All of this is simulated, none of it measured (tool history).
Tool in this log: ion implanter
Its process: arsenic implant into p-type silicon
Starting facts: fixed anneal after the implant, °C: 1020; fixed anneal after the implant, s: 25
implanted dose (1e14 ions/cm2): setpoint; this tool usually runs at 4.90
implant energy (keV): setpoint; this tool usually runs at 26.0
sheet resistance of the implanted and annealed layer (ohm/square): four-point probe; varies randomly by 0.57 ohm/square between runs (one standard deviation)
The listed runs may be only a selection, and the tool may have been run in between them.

run    hour  implanted dose (1e14 ions/cm2)  implant energy (keV)  read-back reference wafer on the same gauge, sheet resistance  sheet resistance of the implanted and annealed layer (ohm/square)
  1     0.0                            4.90                  23.0                                                         209.66                                                             205.72
  2    55.3                            4.90                  23.0                                                         209.89                                                             205.88
  3   102.5                            4.90                  28.5                                                         210.37                                                             199.60
      170.9  -- Faraday cup replaced and dose calibrated
  4   184.6                            4.90                  26.0                                                         210.37                                                             203.13
  5   289.0                            4.90                  26.0                                                         210.28                                                             202.82
  6   325.5                            4.90                  26.0                                                         210.66                                                             203.66
  7   420.9                            5.89                  26.0                                                         210.79                                                             177.20
  8   498.8                            4.90                  26.0                                                         210.94                                                             203.98
  9   553.4                            4.90                  26.0                                                         210.66                                                             203.42
 10   605.2                            4.90                  26.0                                                         211.09                                                             204.58
 11   686.4                            4.59                  26.0                                                         211.14                                                             215.28
 12   773.0                            4.90                  19.5                                                         211.13                                                             211.14
 13   844.6                            4.90                  19.5                                                         211.20                                                             212.32
 14  1086.4                            4.90                  19.5                                                         211.63                                                             213.43
 15  1168.5                            4.90                  32.5                                                         211.43                                                             197.98
 16  1276.4                            6.11                  26.0                                                         211.55                                                             172.79
 17  1379.9                            4.90                  19.5                                                         211.69                                                             211.82
 18  1444.3                            4.90                  20.5                                                         211.41                                                             211.21
 19  1539.6                            4.90                  34.0                                                         211.77                                                             196.74
     1579.0  -- extraction supply calibrated
 20  1628.8                            4.90                  18.5                                                         211.46                                                             214.61
     1690.2  -- gauge calibrated
 21  1714.0                            3.68                  26.0                                                         204.50                                                             244.87
     1743.3  -- Faraday cup replaced and dose calibrated
 22  1780.6                            4.90                  26.0                                                         205.08                                                             198.32
 23  1844.2                            5.57                  28.5                                                         205.66                                                             178.10
 24  1925.9                            3.99                  26.0                                                         206.00                                                             234.32
 25  1987.5                            4.90                  26.0                                                         206.50                                                             198.71
 26  2083.4                            3.50                  20.5                                                         206.97                                                             267.35
 27  2158.2                            6.26                  34.5                                                         207.37                                                             160.56
 28  2196.8                            4.47                  33.5                                                         207.47                                                             208.10
 29  2279.7                            4.90                  29.5                                                         207.88                                                             197.27
 30  2358.7                            4.90                  26.0                                                         208.03                                                             200.70
 31  2458.9                            4.90                  26.0                                                         208.52                                                             202.06

What was the tool's hidden state at every run in the log?
deviation of the true dose from the Faraday cup's reading, %: 0 on each run
deviation of the true energy from its setpoint, %: 0 on each run
H1: gauge reads high (%)
run     H1
  1   2.78
  2   2.86
  3   2.92
  4   3.02
  5   3.13
  6   3.16
  7   3.25
  8   3.31
  9   3.35
 10   3.39
 11   3.44
 12   3.49
 13   3.53
 14   3.64
 15   3.68
 16   3.71
 17   3.74
 18   3.76
 19   3.78
 20    3.8
 21  0.306
 22  0.558
 23   0.78
 24   1.04
 25   1.23
 26   1.49
 27   1.67
 28   1.76
 29   1.93
 30   2.09
 31   2.26

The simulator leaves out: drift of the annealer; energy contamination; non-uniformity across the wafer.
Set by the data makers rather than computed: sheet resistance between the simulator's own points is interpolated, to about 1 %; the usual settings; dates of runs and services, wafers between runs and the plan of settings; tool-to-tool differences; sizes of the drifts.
